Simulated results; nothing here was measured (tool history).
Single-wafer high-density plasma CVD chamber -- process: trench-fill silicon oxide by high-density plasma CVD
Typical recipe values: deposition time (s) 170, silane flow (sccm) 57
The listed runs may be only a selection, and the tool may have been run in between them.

run,hour,deposition time (s),silane flow (sccm),"read-back reference wafer on the same gauge, thickness_nm",mean film thickness on the monitor wafer (Å)
1,0,170,57,759.017,9085.02
2,36.2,170,57,759.031,9081.88
3,76.7,170,63,758.575,10046.21
4,143.6,170,63,759.299,10069.29
5,210,170,63,759.287,9999.78
6,259.3,170,57,759.262,9047.06
7,320.9,170,57,759.019,9065
8,386.3,170,57,757.86,9099.31
9,449.4,151,61,759.911,8600.87
10,485.7,151,61,759.48,8566.68
11,519.2,151,61,758.406,8618.12
12,577.2,170,57,758.601,9065.82
13,634.9,170,57,759.022,9085.43
14,680.2,194,50,760.116,9053.54
15,730.6,194,50,759.865,9108.13
16,800.2,194,50,758.334,9130.77
17,826.5,170,57,759.834,9067.75
18,870,170,57,758.825,9067.47
19,914.4,170,57,759.042,9051.26
20,946.5,170,57,758.805,9099.63
21,991.1,170,57,757.654,9032.34
# hour 1004.4: gauge calibrated
22,1018.8,170,51,758.752,8092.23
23,1085.9,191,65,758.62,11574.76
24,1156.7,170,57,758.44,9062.59
25,1303.6,170,57,757.734,9061.06
# hour 1342.3: silane flow controller replaced
26,1342.8,180,50,759.605,8686.73
27,1365.9,170,57,758.548,9369.08
28,1401.6,182,46,758.16,8101.52
29,1460.1,145,63,759.304,8796.5
30,1525.6,170,57,758.856,9298.68
31,1590.9,146,54,757.539,7537.68
32,1640,188,61,759.951,10990.09
33,1691.1,148,64,758.177,9042.09
34,1757.4,179,64,759.932,10982.48
35,1807.1,170,57,758.077,9275.3
36,1848.2,160,52,759.75,7946.15
37,1893.9,142,60,758.954,8150.59
38,1952.4,139,53,759.614,7007.36
39,1983.6,188,61,758.498,10914.66
40,2048.2,151,63,760.08,9078.65
41,2114.5,203,51,758.615,9839.77
42,2148.2,139,50,759.906,6593.48
43,2329.6,188,61,758.999,10841.99
44,2393,202,68,758.106,13062.14

Below, some changes in mean film thickness on the monitor wafer (Å) between adjacent runs. For each, the amount present without the hidden state too (settings, incoming material, random variation) and the amount remaining for the hidden state with gauge scatter not shared by both compared results:
Hidden state at play: delivered silane flow above the setpoint (%); gauge reads high (%).
Run 22 -> 23: deposition time (s) 170 -> 191, silane flow (sccm) 51 -> 65. mean film thickness on the monitor wafer (Å) +3482.53: hidden state -140.29, all else +3622.82.
Run 25 -> 26: deposition time (s) 170 -> 180, silane flow (sccm) 57 -> 50, silane flow controller replaced. mean film thickness on the monitor wafer (Å) -374.33: hidden state +349.99, all else -724.32.
Run 38 -> 39: deposition time (s) 139 -> 188, silane flow (sccm) 53 -> 61. mean film thickness on the monitor wafer (Å) +3907.3: hidden state -75.56, all else +3982.86.
Run 42 -> 43: deposition time (s) 139 -> 188, silane flow (sccm) 50 -> 61. mean film thickness on the monitor wafer (Å) +4248.51: hidden state -122.39, all else +4370.9.

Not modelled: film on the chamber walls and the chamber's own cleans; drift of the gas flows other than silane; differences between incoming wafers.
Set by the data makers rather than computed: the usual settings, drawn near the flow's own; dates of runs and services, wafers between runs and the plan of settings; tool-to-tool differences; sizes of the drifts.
